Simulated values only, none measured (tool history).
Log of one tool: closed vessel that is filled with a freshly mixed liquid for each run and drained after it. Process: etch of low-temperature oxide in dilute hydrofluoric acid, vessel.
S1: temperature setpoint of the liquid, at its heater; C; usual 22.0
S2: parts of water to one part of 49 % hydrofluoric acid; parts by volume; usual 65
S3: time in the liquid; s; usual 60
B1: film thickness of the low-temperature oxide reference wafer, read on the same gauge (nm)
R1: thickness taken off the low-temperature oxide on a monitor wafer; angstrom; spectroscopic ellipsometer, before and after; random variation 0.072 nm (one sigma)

run	day	S1	S2	S3	B1	R1
1	0.000	22.0	65	60	70.01	80.3
2	1.321	19.0	55	60	69.99	82.8
3	2.317	19.0	55	60	69.99	83.8
4	2.904	22.0	65	60	69.98	79.0
5	4.262	22.0	65	60	69.99	78.7
6	5.167	22.0	65	60	70.00	78.4
7	6.642	22.0	65	60	70.00	80.2
8	7.400	18.0	65	50	69.98	55.1
9	8.667	18.0	65	50	70.01	54.9
10	9.229	22.0	65	75	70.04	99.3
11	9.946	22.0	65	75	70.00	98.0
12	11.021	21.0	65	60	69.99	75.6
13	11.917	21.0	65	60	70.05	76.3
14	12.671	22.0	65	60	69.98	79.1
15	14.000	22.0	65	60	70.01	77.5
16	15.275	17.5	65	60	69.99	65.7
# day 16.075: thermometer replaced
17	16.725	22.0	65	45	69.98	64.9
18	17.238	22.0	65	60	70.02	86.3
19	18.508	18.0	85	45	70.02	41.2
20	19.375	20.5	80	90	69.98	97.3
21	20.342	22.0	65	75	69.99	109.2
# day 20.946: gauge calibrated
22	21.300	17.5	95	45	70.00	35.5
23	22.600	22.0	85	80	69.99	86.1
24	23.638	22.0	65	60	69.99	86.1
# day 24.533: hydrofluoric acid flow meter replaced
25	24.675	25.0	40	90	70.02	245.9
26	25.242	22.0	45	50	69.98	106.0
27	26.554	22.0	65	75	69.98	108.6
28	27.458	24.0	65	95	70.03	148.4
29	28.762	18.5	35	85	70.02	202.4
30	30.217	24.5	55	40	69.99	76.2
31	31.500	22.0	65	60	69.98	85.9

The tool's hidden state at each run:
hydrofluoric acid flow above the setpoint (%): 0 in every run
gauge reads high (%): 0 in every run
H1: liquid colder than its thermometer reads (K)
run	H1
1	2.22
2	2.25
3	2.27
4	2.28
5	2.31
6	2.33
7	2.36
8	2.37
9	2.4
10	2.41
11	2.43
12	2.45
13	2.47
14	2.48
15	2.51
16	2.53
17	0.0884
18	0.0988
19	0.125
20	0.143
21	0.162
22	0.182
23	0.208
24	0.23
25	0.251
26	0.262
27	0.289
28	0.308
29	0.334
30	0.364
31	0.39

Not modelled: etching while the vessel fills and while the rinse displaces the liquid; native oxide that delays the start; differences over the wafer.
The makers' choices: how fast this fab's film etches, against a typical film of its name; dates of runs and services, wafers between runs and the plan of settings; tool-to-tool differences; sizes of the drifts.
